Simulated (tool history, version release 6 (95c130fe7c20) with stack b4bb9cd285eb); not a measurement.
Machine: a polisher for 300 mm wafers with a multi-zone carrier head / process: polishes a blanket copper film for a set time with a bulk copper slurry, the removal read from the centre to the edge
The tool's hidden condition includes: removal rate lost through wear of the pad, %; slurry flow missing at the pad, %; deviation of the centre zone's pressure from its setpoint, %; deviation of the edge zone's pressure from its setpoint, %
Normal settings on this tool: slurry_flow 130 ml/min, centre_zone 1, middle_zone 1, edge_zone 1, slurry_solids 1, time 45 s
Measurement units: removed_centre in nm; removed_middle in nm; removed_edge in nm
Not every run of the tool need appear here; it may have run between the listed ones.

run,hour,slurry_flow,centre_zone,middle_zone,edge_zone,slurry_solids,time,wafers since the last listed run,wafers polished on this pad,hours since the slurry nozzle was cleaned,hours since the centre zone pressure was calibrated,hours since the edge zone pressure was calibrated,hours since the carrier head's membrane was replaced,"incoming thickness of the incoming film, nm",removed_centre,removed_middle,removed_edge
1,0,130,1,1,1.09,1,45,0,1980,717.3,324.3,2.8,966.3,2150.5,538.2,551.2,581.8
2,74.7,130,0.94,1,1,1,45,541,2521,792,399,77.5,1041,2204.1,511.3,551.3,572.2
# hour 149.9: slurry nozzle cleaned
3,178.6,130,1,1,1,1,45,745,3266,28.7,502.9,181.4,1144.9,2190,530.2,548.1,568.7
4,247.1,130,1,1,0.9,1,30,496,3762,97.2,571.4,249.9,1213.4,2139.7,356.9,361.6,359
5,315.5,130,1,1,1,1,45,495,4258,165.6,639.8,318.3,1281.8,2138.9,527.3,542.5,568.7
6,414.7,130,1,1,1,1,33,718,4976,264.8,739,417.5,1381,2179.1,387,397.4,418.3
# hour 434.4: carrier head's membrane replaced by a new one
7,460.2,95,1.08,1,1,1,45,293,5270,310.3,784.5,463,25.8,2156.9,518.5,492.1,535.5
# hour 490.4: worn pad replaced by a new one
8,498.8,130,0.92,1,0.91,1,36,250,61,348.9,823.1,501.6,64.4,2186.1,389.3,430.7,426.7
9,593.5,130,0.96,1,0.92,1,45,685,746,443.6,917.8,596.3,159.1,2152.6,506.4,554.6,555.1
10,682.2,130,1,1,1.12,1.1,45,642,1389,532.3,1006.5,685,247.8,2166.5,524.9,549,594.7
# hour 703.3: edge zone pressure recalibrated
11,785,145,1,1,0.9,1,45,730,2119,635.1,1109.3,81.7,350.6,2159.4,540.3,571.8,545.8
# hour 794.9: slurry nozzle cleaned
# hour 846.4: centre zone pressure recalibrated
12,888.2,130,1,1,1,1,31,725,2845,93.3,41.8,184.9,453.8,2199.2,377.2,378.4,385.3
13,948.1,160,1,1.05,1,1,45,433,3279,153.2,101.7,244.8,513.7,2172.5,570.5,595.3,574.2
14,1004.4,130,0.88,1,1,1,36,407,3687,209.5,158,301.1,570,2128,385.7,437.2,458.6
# hour 1144.9: worn pad replaced by a new one
15,1262.3,130,1,1,1,1,45,1839,850,467.4,415.9,559,827.9,2159.8,538.2,555.8,562
16,1307.6,130,0.9,1,0.93,1,55,328,1178,512.7,461.2,604.3,873.2,2180.7,597.7,676.4,660.8
17,1367.1,90,1,1,1,1.1,51,430,1609,572.2,520.7,663.8,932.7,2160.6,544.4,577.8,600.3
18,1438.1,150,0.93,1.07,1,1,45,514,2123,643.2,591.7,734.8,1003.7,2174,512.7,582.2,567.5
# hour 1450.2: edge zone pressure recalibrated
# hour 1463.8: slurry nozzle cleaned
19,1539.8,130,1,1,1,1,45,714,2838,76,693.4,89.6,1105.4,2174.9,528.9,541.3,566.1
# hour 1626.3: carrier head's membrane replaced by a new one
20,1644.9,130,0.94,1,1,1,45,725,3563,181.1,798.5,194.7,18.6,2168,503.1,544.6,568.3

Below are 5 alternative next runs, each starting from the tool's condition after run 20. Predict each:
A,1645.3,130,1,1,1,1,56,2,3566,181.5,798.9,195.1,19,2173.6,?,?,?
B,1645.3,130,0.89,1,1,1,53,2,3566,181.5,798.9,195.1,19,2173.6,?,?,?
C,1645.3,130,1,1.1,0.9,1,38,2,3566,181.5,798.9,195.1,19,2173.6,?,?,?
D,1645.3,130,1,0.92,1,0.75,45,2,3566,181.5,798.9,195.1,19,2173.6,?,?,?
E,1645.3,130,1,0.95,1.07,1,51,2,3566,181.5,798.9,195.1,19,2173.6,?,?,?

run,removed_centre,removed_middle,removed_edge
A,665.8,675.8,701.5
B,566.4,640,663.9
C,452.1,492.5,456.2
D,519.8,496.7,548.5
E,606.1,592.7,657.3
Had the tool no hidden state, the same runs would have come out as:
run,removed_centre,removed_middle,removed_edge
A,677.3,675.8,701.5
B,576.3,639.9,663.9
C,459.9,492.5,456.2
D,528.8,496.7,548.5
E,616.6,592.7,657.3
